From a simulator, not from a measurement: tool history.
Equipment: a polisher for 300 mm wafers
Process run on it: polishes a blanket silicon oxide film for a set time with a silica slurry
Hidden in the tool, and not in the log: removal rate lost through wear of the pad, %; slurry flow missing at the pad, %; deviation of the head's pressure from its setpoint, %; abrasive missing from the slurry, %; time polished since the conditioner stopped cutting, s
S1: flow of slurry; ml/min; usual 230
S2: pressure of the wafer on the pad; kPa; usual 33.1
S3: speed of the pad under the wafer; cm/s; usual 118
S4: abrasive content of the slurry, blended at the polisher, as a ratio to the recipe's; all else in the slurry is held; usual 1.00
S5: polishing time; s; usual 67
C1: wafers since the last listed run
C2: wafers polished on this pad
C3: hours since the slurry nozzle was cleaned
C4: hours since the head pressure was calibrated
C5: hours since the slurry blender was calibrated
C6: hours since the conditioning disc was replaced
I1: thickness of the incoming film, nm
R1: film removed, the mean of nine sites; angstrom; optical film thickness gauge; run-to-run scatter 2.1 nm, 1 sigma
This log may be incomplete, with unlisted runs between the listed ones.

{"run": 1, "hour": 0.0, "S1": 200, "S2": 33.1, "S3": 96, "S4": 1.0, "S5": 67, "C1": 0, "C2": 1136, "C3": 167.0, "C4": 477.8, "C5": 281.7, "C6": 324.7, "I1": 733.4, "R1": 2048}
{"run": 2, "hour": 34.3, "S1": 200, "S2": 33.1, "S3": 96, "S4": 1.0, "S5": 67, "C1": 234, "C2": 1371, "C3": 201.3, "C4": 512.1, "C5": 316.0, "C6": 359.0, "I1": 724.4, "R1": 2071}
{"hour": 43.0, "done": "slurry nozzle cleaned"}
{"run": 3, "hour": 50.0, "S1": 230, "S2": 33.1, "S3": 118, "S4": 1.15, "S5": 67, "C1": 100, "C2": 1472, "C3": 7.0, "C4": 527.8, "C5": 331.7, "C6": 374.7, "I1": 721.4, "R1": 2725}
{"hour": 61.6, "done": "slurry blender recalibrated"}
{"run": 4, "hour": 64.2, "S1": 230, "S2": 33.1, "S3": 118, "S4": 1.0, "S5": 67, "C1": 83, "C2": 1555, "C3": 21.2, "C4": 542.0, "C5": 2.6, "C6": 388.9, "I1": 733.5, "R1": 2454}
{"hour": 78.5, "done": "worn pad replaced by a new one"}
{"run": 5, "hour": 97.7, "S1": 230, "S2": 33.1, "S3": 118, "S4": 1.0, "S5": 67, "C1": 201, "C2": 131, "C3": 54.7, "C4": 575.5, "C5": 36.1, "C6": 422.4, "I1": 736.9, "R1": 2440}
{"run": 6, "hour": 128.0, "S1": 230, "S2": 33.1, "S3": 118, "S4": 1.0, "S5": 67, "C1": 207, "C2": 338, "C3": 85.0, "C4": 605.8, "C5": 66.4, "C6": 452.7, "I1": 718.7, "R1": 2436}
{"run": 7, "hour": 159.4, "S1": 230, "S2": 33.1, "S3": 130, "S4": 1.0, "S5": 58, "C1": 214, "C2": 553, "C3": 116.4, "C4": 637.2, "C5": 97.8, "C6": 484.1, "I1": 717.4, "R1": 2280}
{"hour": 170.1, "done": "conditioning disc replaced and pad reconditioned"}
{"run": 8, "hour": 182.4, "S1": 230, "S2": 33.1, "S3": 130, "S4": 1.0, "S5": 58, "C1": 143, "C2": 697, "C3": 139.4, "C4": 660.2, "C5": 120.8, "C6": 12.3, "I1": 728.0, "R1": 2353}
{"run": 9, "hour": 208.2, "S1": 230, "S2": 33.1, "S3": 118, "S4": 1.15, "S5": 52, "C1": 176, "C2": 874, "C3": 165.2, "C4": 686.0, "C5": 146.6, "C6": 38.1, "I1": 720.6, "R1": 2115}
{"run": 10, "hour": 240.5, "S1": 230, "S2": 33.1, "S3": 118, "S4": 1.0, "S5": 52, "C1": 221, "C2": 1095, "C3": 197.5, "C4": 718.3, "C5": 178.9, "C6": 70.4, "I1": 735.5, "R1": 1928}
{"run": 11, "hour": 253.4, "S1": 200, "S2": 33.1, "S3": 118, "S4": 1.0, "S5": 67, "C1": 88, "C2": 1183, "C3": 210.4, "C4": 731.2, "C5": 191.8, "C6": 83.3, "I1": 738.9, "R1": 2443}
{"hour": 255.6, "done": "slurry nozzle cleaned"}
{"run": 12, "hour": 280.9, "S1": 230, "S2": 33.1, "S3": 138, "S4": 0.9, "S5": 55, "C1": 181, "C2": 1364, "C3": 25.3, "C4": 758.7, "C5": 219.3, "C6": 110.8, "I1": 719.8, "R1": 2119}
{"run": 13, "hour": 308.5, "S1": 230, "S2": 33.1, "S3": 118, "S4": 1.15, "S5": 67, "C1": 188, "C2": 1553, "C3": 52.9, "C4": 786.3, "C5": 246.9, "C6": 138.4, "I1": 733.5, "R1": 2701}
{"hour": 316.6, "done": "worn pad replaced by a new one"}
{"run": 14, "hour": 339.4, "S1": 230, "S2": 33.1, "S3": 118, "S4": 1.25, "S5": 67, "C1": 184, "C2": 156, "C3": 83.8, "C4": 817.2, "C5": 277.8, "C6": 169.3, "I1": 734.1, "R1": 2820}
{"run": 15, "hour": 370.7, "S1": 230, "S2": 33.1, "S3": 118, "S4": 1.0, "S5": 67, "C1": 214, "C2": 370, "C3": 115.1, "C4": 848.5, "C5": 309.1, "C6": 200.6, "I1": 738.1, "R1": 2476}
{"run": 16, "hour": 404.3, "S1": 295, "S2": 33.1, "S3": 118, "S4": 1.0, "S5": 50, "C1": 229, "C2": 600, "C3": 148.7, "C4": 882.1, "C5": 342.7, "C6": 234.2, "I1": 730.0, "R1": 1898}
{"hour": 417.4, "done": "slurry blender recalibrated"}
{"run": 17, "hour": 439.3, "S1": 205, "S2": 33.1, "S3": 98, "S4": 1.0, "S5": 67, "C1": 225, "C2": 826, "C3": 183.7, "C4": 917.1, "C5": 21.9, "C6": 269.2, "I1": 726.8, "R1": 2081}
{"run": 18, "hour": 466.6, "S1": 230, "S2": 42.7, "S3": 84, "S4": 1.0, "S5": 67, "C1": 186, "C2": 1013, "C3": 211.0, "C4": 944.4, "C5": 49.2, "C6": 296.5, "I1": 731.5, "R1": 2449}
{"run": 19, "hour": 481.9, "S1": 230, "S2": 33.1, "S3": 158, "S4": 1.0, "S5": 67, "C1": 104, "C2": 1117, "C3": 226.3, "C4": 959.7, "C5": 64.5, "C6": 311.8, "I1": 738.2, "R1": 3092}
{"hour": 487.1, "done": "head pressure recalibrated"}
{"hour": 490.4, "done": "slurry nozzle cleaned"}
{"run": 20, "hour": 501.7, "S1": 230, "S2": 22.8, "S3": 118, "S4": 1.0, "S5": 67, "C1": 114, "C2": 1232, "C3": 11.3, "C4": 14.6, "C5": 84.3, "C6": 331.6, "I1": 715.4, "R1": 1696}
{"hour": 554.8, "done": "worn pad replaced by a new one"}
{"run": 21, "hour": 570.7, "S1": 230, "S2": 33.1, "S3": 142, "S4": 1.0, "S5": 67, "C1": 444, "C2": 108, "C3": 80.3, "C4": 83.6, "C5": 153.3, "C6": 400.6, "I1": 731.8, "R1": 2806}
{"run": 22, "hour": 597.0, "S1": 230, "S2": 36.5, "S3": 118, "S4": 1.0, "S5": 67, "C1": 180, "C2": 288, "C3": 106.6, "C4": 109.9, "C5": 179.6, "C6": 426.9, "I1": 730.2, "R1": 2602}
{"run": 23, "hour": 616.9, "S1": 230, "S2": 33.1, "S3": 118, "S4": 1.0, "S5": 67, "C1": 136, "C2": 424, "C3": 126.5, "C4": 129.8, "C5": 199.5, "C6": 446.8, "I1": 729.2, "R1": 2383}
{"run": 24, "hour": 643.7, "S1": 230, "S2": 33.1, "S3": 86, "S4": 0.7, "S5": 67, "C1": 183, "C2": 608, "C3": 153.3, "C4": 156.6, "C5": 226.3, "C6": 473.6, "I1": 730.9, "R1": 1314}
{"run": 25, "hour": 672.5, "S1": 230, "S2": 26.2, "S3": 118, "S4": 1.0, "S5": 87, "C1": 197, "C2": 805, "C3": 182.1, "C4": 185.4, "C5": 255.1, "C6": 502.4, "I1": 721.6, "R1": 2492}
{"run": 26, "hour": 688.9, "S1": 230, "S2": 33.1, "S3": 118, "S4": 1.0, "S5": 67, "C1": 112, "C2": 917, "C3": 198.5, "C4": 201.8, "C5": 271.5, "C6": 518.8, "I1": 721.6, "R1": 2386}

4 options for the next run, each taken on its own from the tool as it stands now. Forecast them:
{"run": "A", "hour": 689.3, "S1": 230, "S2": 33.1, "S3": 148, "S4": 1.0, "S5": 67, "C1": 2, "C2": 920, "C3": 198.9, "C4": 202.2, "C5": 271.9, "C6": 519.2, "I1": 739.7, "R1": "?"}
{"run": "B", "hour": 689.3, "S1": 255, "S2": 33.1, "S3": 118, "S4": 0.75, "S5": 57, "C1": 2, "C2": 920, "C3": 198.9, "C4": 202.2, "C5": 271.9, "C6": 519.2, "I1": 739.7, "R1": "?"}
{"run": "C", "hour": 689.3, "S1": 170, "S2": 29.6, "S3": 78, "S4": 1.0, "S5": 67, "C1": 2, "C2": 920, "C3": 198.9, "C4": 202.2, "C5": 271.9, "C6": 519.2, "I1": 739.7, "R1": "?"}
{"run": "D", "hour": 689.3, "S1": 230, "S2": 37.9, "S3": 134, "S4": 1.0, "S5": 67, "C1": 2, "C2": 920, "C3": 198.9, "C4": 202.2, "C5": 271.9, "C6": 519.2, "I1": 739.7, "R1": "?"}

run=A R1=2781
run=B R1=1541
run=C R1=1469
run=D R1=2937
The same runs, with their run-to-run variation unchanged, on a tool lacking any hidden condition would have given:
run=A R1=2958
run=B R1=1620
run=C R1=1516
run=D R1=3130

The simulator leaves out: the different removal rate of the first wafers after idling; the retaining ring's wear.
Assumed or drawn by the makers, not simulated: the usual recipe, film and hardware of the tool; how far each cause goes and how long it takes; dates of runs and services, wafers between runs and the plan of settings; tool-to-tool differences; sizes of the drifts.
